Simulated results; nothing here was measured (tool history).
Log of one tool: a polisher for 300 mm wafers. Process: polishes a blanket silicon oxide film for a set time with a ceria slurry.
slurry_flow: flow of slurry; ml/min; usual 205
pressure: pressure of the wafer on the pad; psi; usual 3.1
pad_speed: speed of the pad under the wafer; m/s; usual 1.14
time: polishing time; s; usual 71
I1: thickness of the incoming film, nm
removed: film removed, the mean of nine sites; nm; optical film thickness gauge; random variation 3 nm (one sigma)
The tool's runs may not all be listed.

{"run": 1, "day": 0.0, "slurry_flow": 205, "pressure": 2.8, "pad_speed": 1.14, "time": 80, "I1": 1567.9, "removed": 363.2}
{"run": 2, "day": 0.75, "slurry_flow": 205, "pressure": 3.1, "pad_speed": 0.9, "time": 71, "I1": 1589.5, "removed": 293.0}
{"run": 3, "day": 1.483, "slurry_flow": 205, "pressure": 3.1, "pad_speed": 0.9, "time": 71, "I1": 1572.4, "removed": 294.3}
{"run": 4, "day": 1.946, "slurry_flow": 205, "pressure": 3.8, "pad_speed": 1.14, "time": 71, "I1": 1541.4, "removed": 434.1}
{"run": 5, "day": 2.317, "slurry_flow": 205, "pressure": 3.8, "pad_speed": 1.14, "time": 71, "I1": 1585.9, "removed": 438.0}
{"day": 2.654, "done": "worn pad replaced by a new one"}
{"run": 6, "day": 3.029, "slurry_flow": 205, "pressure": 3.8, "pad_speed": 1.14, "time": 71, "I1": 1569.5, "removed": 437.7}
{"run": 7, "day": 3.754, "slurry_flow": 205, "pressure": 3.1, "pad_speed": 1.14, "time": 71, "I1": 1534.8, "removed": 360.8}
{"day": 3.883, "done": "slurry nozzle cleaned"}
{"day": 4.208, "done": "head pressure recalibrated"}
{"run": 8, "day": 4.362, "slurry_flow": 205, "pressure": 3.1, "pad_speed": 1.14, "time": 71, "I1": 1575.9, "removed": 361.6}
{"run": 9, "day": 4.708, "slurry_flow": 205, "pressure": 3.1, "pad_speed": 1.14, "time": 71, "I1": 1594.6, "removed": 355.1}
{"run": 10, "day": 5.104, "slurry_flow": 225, "pressure": 3.6, "pad_speed": 1.32, "time": 47, "I1": 1570.7, "removed": 316.2}
{"run": 11, "day": 5.454, "slurry_flow": 205, "pressure": 3.1, "pad_speed": 1.14, "time": 87, "I1": 1565.3, "removed": 440.1}
{"day": 5.912, "done": "worn pad replaced by a new one"}
{"run": 12, "day": 6.104, "slurry_flow": 265, "pressure": 3.1, "pad_speed": 1.14, "time": 92, "I1": 1571.8, "removed": 472.0}
{"run": 13, "day": 6.492, "slurry_flow": 240, "pressure": 3.1, "pad_speed": 0.92, "time": 90, "I1": 1593.3, "removed": 375.2}
{"run": 14, "day": 6.938, "slurry_flow": 205, "pressure": 3.1, "pad_speed": 1.14, "time": 71, "I1": 1573.4, "removed": 355.6}
{"run": 15, "day": 7.392, "slurry_flow": 205, "pressure": 3.5, "pad_speed": 1.48, "time": 71, "I1": 1588.6, "removed": 512.8}
{"run": 16, "day": 8.129, "slurry_flow": 205, "pressure": 2.4, "pad_speed": 1.36, "time": 85, "I1": 1565.6, "removed": 389.4}

4 ways to go on from here, each from the tool as it stands after run 16. What would each give?
{"run": "A", "day": 8.146, "slurry_flow": 205, "pressure": 3.1, "pad_speed": 1.14, "time": 71, "I1": 1598.5, "removed": "?"}
{"run": "B", "day": 8.146, "slurry_flow": 205, "pressure": 3.1, "pad_speed": 1.14, "time": 52, "I1": 1598.5, "removed": "?"}
{"run": "C", "day": 8.146, "slurry_flow": 205, "pressure": 2.1, "pad_speed": 1.46, "time": 58, "I1": 1598.5, "removed": "?"}
{"run": "D", "day": 8.146, "slurry_flow": 155, "pressure": 3.6, "pad_speed": 1.14, "time": 71, "I1": 1598.5, "removed": "?"}

run=A removed=359.8
run=B removed=263.5
run=C removed=248.9
run=D removed=408.7
Without the tool's hidden state the same runs would have given:
run=A removed=359.8
run=B removed=263.5
run=C removed=248.9
run=D removed=408.7

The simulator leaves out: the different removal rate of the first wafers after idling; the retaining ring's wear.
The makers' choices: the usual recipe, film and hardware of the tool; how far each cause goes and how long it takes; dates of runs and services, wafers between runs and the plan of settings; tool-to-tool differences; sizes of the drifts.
